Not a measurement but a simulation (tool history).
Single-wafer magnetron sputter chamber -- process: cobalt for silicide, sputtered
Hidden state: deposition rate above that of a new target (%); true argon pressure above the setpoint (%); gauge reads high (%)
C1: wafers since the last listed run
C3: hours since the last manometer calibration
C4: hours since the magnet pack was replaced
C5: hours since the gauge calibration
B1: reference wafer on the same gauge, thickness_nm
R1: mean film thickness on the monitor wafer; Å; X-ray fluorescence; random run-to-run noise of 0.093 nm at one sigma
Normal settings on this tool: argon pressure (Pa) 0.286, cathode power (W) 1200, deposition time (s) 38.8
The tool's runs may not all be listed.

{"run": 1, "day": 0.0, "argon pressure (Pa)": 0.286, "cathode power (W)": 1200, "deposition time (s)": 42.6, "C1": 0, "wafers on the sputter target": 2643, "C3": 1023.4, "C4": 4749.9, "C5": 183.4, "B1": 24.519, "R1": 254.32}
{"run": 2, "day": 1.162, "argon pressure (Pa)": 0.286, "cathode power (W)": 1200, "deposition time (s)": 42.6, "C1": 654, "wafers on the sputter target": 3297, "C3": 1051.3, "C4": 4777.8, "C5": 211.3, "B1": 24.491, "R1": 255.57}
{"run": 3, "day": 2.121, "argon pressure (Pa)": 0.286, "cathode power (W)": 1200, "deposition time (s)": 42.6, "C1": 539, "wafers on the sputter target": 3837, "C3": 1074.3, "C4": 4800.8, "C5": 234.3, "B1": 24.484, "R1": 253.28}
{"run": 4, "day": 3.167, "argon pressure (Pa)": 0.286, "cathode power (W)": 1200, "deposition time (s)": 38.8, "C1": 589, "wafers on the sputter target": 4427, "C3": 1099.4, "C4": 4825.9, "C5": 259.4, "B1": 24.501, "R1": 232.42}
{"day": 4.121, "done": "sputter target and shields replaced"}
{"run": 5, "day": 6.033, "argon pressure (Pa)": 0.286, "cathode power (W)": 1200, "deposition time (s)": 38.8, "C1": 1427, "wafers on the sputter target": 1077, "C3": 1168.2, "C4": 4894.7, "C5": 328.2, "B1": 24.516, "R1": 231.26}
{"run": 6, "day": 7.425, "argon pressure (Pa)": 0.286, "cathode power (W)": 1200, "deposition time (s)": 38.8, "C1": 784, "wafers on the sputter target": 1861, "C3": 1201.6, "C4": 4928.1, "C5": 361.6, "B1": 24.516, "R1": 229.59}
{"run": 7, "day": 9.467, "argon pressure (Pa)": 0.286, "cathode power (W)": 1200, "deposition time (s)": 38.8, "C1": 1150, "wafers on the sputter target": 3011, "C3": 1250.6, "C4": 4977.1, "C5": 410.6, "B1": 24.484, "R1": 231.87}
{"run": 8, "day": 10.517, "argon pressure (Pa)": 0.286, "cathode power (W)": 1200, "deposition time (s)": 38.8, "C1": 591, "wafers on the sputter target": 3603, "C3": 1275.8, "C4": 5002.3, "C5": 435.8, "B1": 24.436, "R1": 232.74}
{"run": 9, "day": 11.812, "argon pressure (Pa)": 0.286, "cathode power (W)": 1200, "deposition time (s)": 38.8, "C1": 730, "wafers on the sputter target": 4333, "C3": 1306.9, "C4": 5033.4, "C5": 466.9, "B1": 24.533, "R1": 230.34}
{"day": 12.158, "done": "gauge calibrated"}
{"run": 10, "day": 12.988, "argon pressure (Pa)": 0.286, "cathode power (W)": 1200, "deposition time (s)": 38.8, "C1": 662, "wafers on the sputter target": 4995, "C3": 1335.1, "C4": 5061.6, "C5": 19.9, "B1": 24.515, "R1": 232.57}
{"day": 13.862, "done": "sputter target and shields replaced"}
{"run": 11, "day": 13.883, "argon pressure (Pa)": 0.286, "cathode power (W)": 1200, "deposition time (s)": 38.8, "C1": 316, "wafers on the sputter target": 11, "C3": 1356.6, "C4": 5083.1, "C5": 41.4, "B1": 24.541, "R1": 231.44}
{"run": 12, "day": 15.079, "argon pressure (Pa)": 0.286, "cathode power (W)": 1200, "deposition time (s)": 38.8, "C1": 673, "wafers on the sputter target": 685, "C3": 1385.3, "C4": 5111.8, "C5": 70.1, "B1": 24.463, "R1": 231.97}
{"day": 16.512, "done": "capacitance manometer re-zeroed and calibrated"}
{"run": 13, "day": 16.533, "argon pressure (Pa)": 0.323, "cathode power (W)": 1200, "deposition time (s)": 33.9, "C1": 631, "wafers on the sputter target": 1316, "C3": 0.5, "C4": 5146.7, "C5": 105.0, "B1": 24.527, "R1": 199.09}
{"day": 17.758, "done": "magnet pack replaced"}
{"run": 14, "day": 17.867, "argon pressure (Pa)": 0.286, "cathode power (W)": 1200, "deposition time (s)": 38.8, "C1": 563, "wafers on the sputter target": 1880, "C3": 32.5, "C4": 2.6, "C5": 137.0, "B1": 24.481, "R1": 232.63}

Run 15 comes next. What will it give?
{"run": 15, "day": 18.404, "argon pressure (Pa)": 0.243, "cathode power (W)": 1050, "deposition time (s)": 41.0, "C1": 302, "wafers on the sputter target": 2183, "C3": 45.4, "C4": 15.5, "C5": 149.9, "B1": "?", "R1": "?"}

Logged for run 15: B1 24.513, R1 228.26 Å.
On a tool with no hidden condition, and with the same random variation, this run would have come out at R1 228.26 Å.

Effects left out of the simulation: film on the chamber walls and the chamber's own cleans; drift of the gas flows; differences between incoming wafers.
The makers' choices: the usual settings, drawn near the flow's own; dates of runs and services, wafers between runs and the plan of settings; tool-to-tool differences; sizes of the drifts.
